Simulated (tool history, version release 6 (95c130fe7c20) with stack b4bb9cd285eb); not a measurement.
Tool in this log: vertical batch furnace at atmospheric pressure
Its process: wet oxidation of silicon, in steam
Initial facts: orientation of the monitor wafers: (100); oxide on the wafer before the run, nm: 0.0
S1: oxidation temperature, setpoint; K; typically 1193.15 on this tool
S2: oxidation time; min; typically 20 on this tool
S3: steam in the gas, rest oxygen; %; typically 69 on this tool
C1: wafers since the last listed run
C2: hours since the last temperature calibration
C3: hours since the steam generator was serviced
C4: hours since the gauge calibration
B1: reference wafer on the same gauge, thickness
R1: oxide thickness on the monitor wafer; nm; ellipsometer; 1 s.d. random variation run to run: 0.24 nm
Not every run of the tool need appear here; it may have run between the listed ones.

run    hour       S1    S2  S3    C1      C2      C3      C4     B1     R1
  1       0  1193.15    20  75     0  1293.7   663.1  1868.4  53.68  52.72
  2    84.4  1187.15    20  69  1659  1378.1   747.5  1952.8  53.74  45.19
  3   149.1  1187.15    20  69  1272  1442.8   812.2  2017.5  53.75  45.23
      218.2  -- gauge calibrated
  4     236  1187.15    20  69  1709  1529.7   899.1    17.8  55.89  46.68
  5     289  1207.15    20  69  1042  1582.7   952.1    70.8  55.73  60.77
  6   337.5  1207.15    20  69   953  1631.2  1000.6   119.3  55.54  60.47
  7   419.8  1207.15    20  69  1618  1713.5  1082.9   201.6   55.3  60.61
  8     457  1193.15    20  69   731  1750.7  1120.1   238.8  55.24   50.6
  9   508.8  1193.15    20  69  1018  1802.5  1171.9   290.6  55.23  50.16
 10   604.8  1193.15    20  69  1888  1898.5  1267.9   386.6  55.03  50.66
 11   698.2  1193.15    20  69  1836  1991.9  1361.3     480  54.86  49.94
 12   751.5  1193.15    20  69  1048  2045.2  1414.6   533.3  54.63  50.13
 13   855.6  1193.15    20  69  2047  2149.3  1518.7   637.4  54.64   49.5
 14   914.3  1193.15    20  69  1154    2208  1577.4   696.1  54.61  49.81
      943.4  -- steam generator serviced
 15   957.3  1193.15    20  69   373    2251    13.9   739.1  54.42  49.55
     1012.2  -- thermocouples replaced and temperature profile calibrated
 16  1012.7  1193.15    20  69   617     0.5    69.3   794.5  54.45  49.91
 17  1086.9  1193.15    20  69  1459    74.7   143.5   868.7  54.24  49.94
 18    1145  1169.15    15  60  1142   132.8   201.6   926.8  54.49  22.78
 19  1218.1  1193.15    20  69  1437   205.9   274.7   999.9  54.33  49.34
 20  1322.3  1181.15  29.5  58  2049   310.1   378.9  1104.1  54.25  51.65
 21    1370  1193.15    20  69   938   357.8   426.6  1151.8  54.15  49.93
 22  1464.1  1193.15    20  69  1850   451.9   520.7  1245.9  54.22  49.69
 23  1522.1  1185.15    28  59  1140   509.9   578.7  1303.9  54.11  52.48
 24  1596.4  1193.15    12  60  1461   584.2     653  1378.2  54.09  26.44
 25  1668.4  1193.15    20  69  1416   656.2     725  1450.2  54.08   49.2
 26  1768.4  1169.15    15  60  1966   756.2     825  1550.2  53.98  22.82
 27  1858.9  1174.15  13.5  69  1779   846.7   915.5  1640.7  53.98   25.5
     1914.1  -- gauge calibrated
 28  1916.1  1193.15    20  81  1124   903.9   972.7       2   55.7  58.59
 29  2007.5  1207.15    20  69  1797   995.3  1064.1    93.4   55.6  60.74
 30  2096.2  1193.15    20  69  1744    1084  1152.8   182.1  55.37  50.48
 31  2145.7  1180.15  12.5  69   973  1133.5  1202.3   231.6   55.2  26.58
 32  2229.5  1193.15  27.5  69  1648  1217.3  1286.1   315.4  55.01  67.26
 33  2325.1  1200.15    11  69  1880  1312.9  1381.7     411  54.84  30.91
 34    2422  1210.15    20  78  1905  1409.8  1478.6   507.9  54.63  69.07
 35  2510.6  1193.15    20  69  1742  1498.4  1567.2   596.5  54.53  49.63

What would each run have given without the hidden state, its run-to-run variation left as it was?
The hidden state here: true tube temperature minus thermocouple reading, K; steam share off its setpoint, % of the setpoint; gauge reads high (%).
run     R1
  1  54.72
  2  46.92
  3  46.97
  4  46.68
  5  60.93
  6  60.77
  7  61.12
  8   51.1
  9  50.75
 10  51.42
 11  50.83
 12  51.09
 13  50.57
 14  50.95
 15  50.73
 16  51.14
 17  51.24
 18  23.39
 19  50.71
 20  53.15
 21   51.4
 22   51.2
 23   54.1
 24  27.27
 25  50.78
 26  23.56
 27  26.35
 28  58.64
 29  61.08
 30  50.96
 31  26.88
 32  68.24
 33  31.45
 34  70.49
 35  50.76
